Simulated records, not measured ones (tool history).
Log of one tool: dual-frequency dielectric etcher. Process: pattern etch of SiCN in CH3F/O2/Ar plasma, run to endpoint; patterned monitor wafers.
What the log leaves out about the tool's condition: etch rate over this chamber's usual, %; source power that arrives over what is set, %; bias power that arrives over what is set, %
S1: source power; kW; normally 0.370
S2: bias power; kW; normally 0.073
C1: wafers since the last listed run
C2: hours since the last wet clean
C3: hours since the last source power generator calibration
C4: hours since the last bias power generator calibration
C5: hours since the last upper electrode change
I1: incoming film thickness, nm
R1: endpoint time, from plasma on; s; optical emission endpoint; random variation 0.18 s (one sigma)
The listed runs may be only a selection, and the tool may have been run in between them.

run   hour     S1     S2   C1     C2      C3      C4      C5    I1    R1
  1    0.0  0.370  0.073    0  194.7  1990.0  4911.4  2569.2  9.10  25.5
  2    7.6  0.370  0.073  107  202.3  1997.6  4919.0  2576.8  9.18  25.8
  3   23.2  0.370  0.063  220  217.9  2013.2  4934.6  2592.4  9.11  27.1
  4   35.6  0.370  0.063  175  230.3  2025.6  4947.0  2604.8  8.98  26.5
  5   49.6  0.370  0.073  197  244.3  2039.6  4961.0  2618.8  9.04  25.5
  6   59.2  0.370  0.073  135  253.9  2049.2  4970.6  2628.4  9.09  25.7
  7   65.3  0.370  0.073   86  260.0  2055.3  4976.7  2634.5  9.10  26.1
  8   73.8  0.350  0.084  119  268.5  2063.8  4985.2  2643.0  9.11  25.3
  9   90.3  0.350  0.084  232  285.0  2080.3  5001.7  2659.5  9.15  25.3
     121.0  -- wet clean of the chamber
 10  121.5  0.350  0.084  101    0.5  2111.5  5032.9  2690.7  9.14  24.4
 11  121.8  0.370  0.073    4    0.8  2111.8  5033.2  2691.0  9.22  25.4
 12  123.2  0.370  0.073   19    2.2  2113.2  5034.6  2692.4  9.10  24.8
 13  137.8  0.370  0.073  206   16.8  2127.8  5049.2  2707.0  9.06  24.8
 14  152.2  0.370  0.073  203   31.2  2142.2  5063.6  2721.4  9.03  24.6
     176.9  -- upper electrode replaced
 15  177.4  0.430  0.083   16   56.4  2167.4  5088.8     0.5  9.15  23.0
 16  183.0  0.430  0.083   79   62.0  2173.0  5094.4     6.1  9.17  23.2
 17  199.8  0.370  0.073  237   78.8  2189.8  5111.2    22.9  9.11  25.2
     242.6  -- source power generator calibrated
 18  243.1  0.370  0.064  554  122.1     0.5  5154.5    66.2  9.11  26.6
 19  254.9  0.450  0.080  166  133.9    12.3  5166.3    78.0  9.18  23.5
 20  261.7  0.310  0.091   95  140.7    19.1  5173.1    84.8  9.02  24.8
 21  271.1  0.290  0.073  132  150.1    28.5  5182.5    94.2  9.18  27.9
 22  288.6  0.340  0.058  247  167.6    46.0  5200.0   111.7  9.14  28.5
     301.8  -- bias power generator calibrated
 23  304.3  0.370  0.073  165  183.3    61.7     2.5   127.4  9.08  25.5

Run 24 has not been measured yet. What should we expect?
 24  314.0  0.370  0.061  136  193.0  71.4  12.2  137.1  9.19   ?

For run 24 the tool returned R1 26.9 s.
With the hidden condition absent and the run-to-run variation left alone, this run would have shown R1 26.3 s.
